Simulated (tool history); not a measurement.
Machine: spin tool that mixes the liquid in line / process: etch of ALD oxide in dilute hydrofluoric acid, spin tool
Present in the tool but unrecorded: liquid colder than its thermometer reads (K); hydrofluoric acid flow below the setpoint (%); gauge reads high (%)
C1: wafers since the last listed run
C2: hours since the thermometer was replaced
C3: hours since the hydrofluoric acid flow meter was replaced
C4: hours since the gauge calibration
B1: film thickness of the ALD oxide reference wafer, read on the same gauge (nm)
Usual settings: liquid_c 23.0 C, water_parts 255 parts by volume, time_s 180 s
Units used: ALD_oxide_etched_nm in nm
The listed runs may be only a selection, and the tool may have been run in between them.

run 1 day=0.000 | liquid_c=26.5 water_parts=200 time_s=180 | C1=0 C2=884.1 C3=1208.5 C4=670.7 | B1=30.00 | ALD_oxide_etched_nm=21.13
run 2 day=1.650 | liquid_c=23.0 water_parts=255 time_s=180 | C1=313 C2=923.7 C3=1248.1 C4=710.3 | B1=29.98 | ALD_oxide_etched_nm=13.79
run 3 day=4.212 | liquid_c=23.0 water_parts=255 time_s=180 | C1=486 C2=985.2 C3=1309.6 C4=771.8 | B1=29.97 | ALD_oxide_etched_nm=13.78
run 4 day=5.600 | liquid_c=23.0 water_parts=255 time_s=180 | C1=263 C2=1018.5 C3=1342.9 C4=805.1 | B1=30.00 | ALD_oxide_etched_nm=13.73
run 5 day=7.121 | liquid_c=23.0 water_parts=255 time_s=180 | C1=288 C2=1055.0 C3=1379.4 C4=841.6 | B1=29.94 | ALD_oxide_etched_nm=13.77
run 6 day=8.550 | liquid_c=23.0 water_parts=255 time_s=180 | C1=271 C2=1089.3 C3=1413.7 C4=875.9 | B1=29.99 | ALD_oxide_etched_nm=13.74
run 7 day=9.700 | liquid_c=23.0 water_parts=255 time_s=180 | C1=218 C2=1116.9 C3=1441.3 C4=903.5 | B1=30.01 | ALD_oxide_etched_nm=13.76
run 8 day=10.971 | liquid_c=20.0 water_parts=160 time_s=180 | C1=241 C2=1147.4 C3=1471.8 C4=934.0 | B1=30.04 | ALD_oxide_etched_nm=21.46
run 9 day=13.067 | liquid_c=20.0 water_parts=160 time_s=180 | C1=398 C2=1197.7 C3=1522.1 C4=984.3 | B1=30.00 | ALD_oxide_etched_nm=21.47
-- day=14.854 gauge calibrated
run 10 day=14.867 | liquid_c=23.0 water_parts=255 time_s=180 | C1=341 C2=1240.9 C3=1565.3 C4=0.3 | B1=30.06 | ALD_oxide_etched_nm=13.66
run 11 day=16.958 | liquid_c=23.0 water_parts=255 time_s=180 | C1=397 C2=1291.1 C3=1615.5 C4=50.5 | B1=29.98 | ALD_oxide_etched_nm=13.65
run 12 day=17.967 | liquid_c=23.0 water_parts=150 time_s=75 | C1=191 C2=1315.3 C3=1639.7 C4=74.7 | B1=29.94 | ALD_oxide_etched_nm=10.82
run 13 day=20.096 | liquid_c=23.0 water_parts=255 time_s=180 | C1=404 C2=1366.4 C3=1690.8 C4=125.8 | B1=29.95 | ALD_oxide_etched_nm=13.70
run 14 day=23.008 | liquid_c=27.0 water_parts=145 time_s=95 | C1=553 C2=1436.3 C3=1760.7 C4=195.7 | B1=30.02 | ALD_oxide_etched_nm=16.57
-- day=23.350 thermometer replaced
run 15 day=25.462 | liquid_c=24.5 water_parts=220 time_s=105 | C1=458 C2=50.7 C3=1819.6 C4=254.6 | B1=29.97 | ALD_oxide_etched_nm=10.33
run 16 day=26.917 | liquid_c=23.0 water_parts=255 time_s=80 | C1=276 C2=85.6 C3=1854.5 C4=289.5 | B1=30.07 | ALD_oxide_etched_nm=6.18
-- day=27.921 hydrofluoric acid flow meter replaced
run 17 day=32.438 | liquid_c=23.0 water_parts=255 time_s=180 | C1=1040 C2=218.1 C3=108.4 C4=422.0 | B1=30.00 | ALD_oxide_etched_nm=13.85
run 18 day=34.446 | liquid_c=23.0 water_parts=150 time_s=245 | C1=381 C2=266.3 C3=156.6 C4=470.2 | B1=29.98 | ALD_oxide_etched_nm=35.86
run 19 day=36.079 | liquid_c=21.0 water_parts=170 time_s=180 | C1=310 C2=305.5 C3=195.8 C4=509.4 | B1=29.99 | ALD_oxide_etched_nm=21.14
run 20 day=38.471 | liquid_c=25.5 water_parts=215 time_s=85 | C1=454 C2=362.9 C3=253.2 C4=566.8 | B1=30.00 | ALD_oxide_etched_nm=8.89
run 21 day=40.817 | liquid_c=25.5 water_parts=255 time_s=75 | C1=445 C2=419.2 C3=309.5 C4=623.1 | B1=29.96 | ALD_oxide_etched_nm=6.32
run 22 day=47.504 | liquid_c=19.0 water_parts=255 time_s=180 | C1=1270 C2=579.7 C3=470.0 C4=783.6 | B1=29.97 | ALD_oxide_etched_nm=11.90

Hidden condition of the tool, last listed run before each entry between runs versus first listed run after:
After run 9, before run 10: gauge calibrated (day 14.854)
  liquid colder than its thermometer reads (K): 0.634 -> 0.655
  measured value less the no-hidden-state value, ALD_oxide_etched_nm: -0.55 -> -0.33 nm
After run 14, before run 15: thermometer replaced (day 23.350)
  liquid colder than its thermometer reads (K): 0.751 -> 0.176
  measured value less the no-hidden-state value, ALD_oxide_etched_nm: -0.47 -> -0.06 nm
After run 16, before run 17: hydrofluoric acid flow meter replaced (day 27.921)
  liquid colder than its thermometer reads (K): 0.194 -> 0.259
  measured value less the no-hidden-state value, ALD_oxide_etched_nm: -0.04 -> -0.13 nm

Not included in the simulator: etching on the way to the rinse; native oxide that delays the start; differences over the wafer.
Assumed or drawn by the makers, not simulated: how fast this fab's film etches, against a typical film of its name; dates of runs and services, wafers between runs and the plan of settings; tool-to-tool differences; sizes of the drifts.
